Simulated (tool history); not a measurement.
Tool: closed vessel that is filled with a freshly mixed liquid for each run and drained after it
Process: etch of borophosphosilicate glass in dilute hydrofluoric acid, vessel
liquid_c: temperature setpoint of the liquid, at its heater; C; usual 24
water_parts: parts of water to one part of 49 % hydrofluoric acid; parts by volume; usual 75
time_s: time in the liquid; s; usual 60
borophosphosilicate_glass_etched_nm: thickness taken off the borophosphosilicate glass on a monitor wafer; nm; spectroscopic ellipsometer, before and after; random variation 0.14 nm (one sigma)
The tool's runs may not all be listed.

run	day	liquid_c	water_parts	time_s	wafers since the last listed run	hours since the thermometer was replaced	hours since the hydrofluoric acid flow meter was replaced	hours since the gauge calibration	read-back film thickness of the borophosphosilicate glass reference wafer, read on the same gauge (nm)	borophosphosilicate_glass_etched_nm
1	0	24	75	60	0	1414.2	1414.7	2.5	129.98	42.7
2	0.629	24	75	60	2203	1429.3	1429.8	17.6	130.01	42.86
3	1.25	24	75	60	2174	1444.2	1444.7	32.5	130	42.78
4	1.667	24	75	60	1459	1454.2	1454.7	42.5	130.02	42.87
5	2.312	24	75	60	2261	1469.7	1470.2	58	130.02	42.85
6	2.892	24	75	60	2028	1483.6	1484.1	71.9	130	42.99
7	3.242	24	75	60	1225	1492	1492.5	80.3	129.97	42.79
8	3.871	24	75	60	2203	1507.1	1507.6	95.4	129.98	43.05
# day 4.396: hydrofluoric acid flow meter replaced
# day 5.254: thermometer replaced
9	5.821	24	75	60	6537	13.6	34.2	142.2	130	37.64
10	6.354	24	75	60	1867	26.4	47	155	130.01	37.77
# day 6.525: gauge calibrated
11	6.912	24	105	85	1955	39.8	60.4	9.3	129.99	36.89
12	7.367	28.5	75	60	1590	50.7	71.3	20.2	130.02	45.11
13	7.946	24	100	60	2028	64.6	85.2	34.1	130.02	27.49
14	9.517	24	75	60	5501	102.3	122.9	71.8	129.99	37.93
15	9.829	26	75	60	1094	109.8	130.4	79.3	130.02	41.12
16	10.3	27.5	75	90	1648	121.1	141.7	90.6	130.05	65.74

3 ways to go on from here, each from the tool as it stands after run 16. What would each give?
A	10.329	24	75	30	102	121.8	142.4	91.3	?	?
B	10.329	22	60	60	102	121.8	142.4	91.3	?	?
C	10.329	28.5	75	45	102	121.8	142.4	91.3	?	?

run	read-back film thickness of the borophosphosilicate glass reference wafer, read on the same gauge (nm)	borophosphosilicate_glass_etched_nm
A	129.99	19.1
B	129.99	44.81
C	129.99	34.24
Without the tool's hidden state the same runs would have given:
run	borophosphosilicate_glass_etched_nm
A	18.83
B	44.21
C	33.76
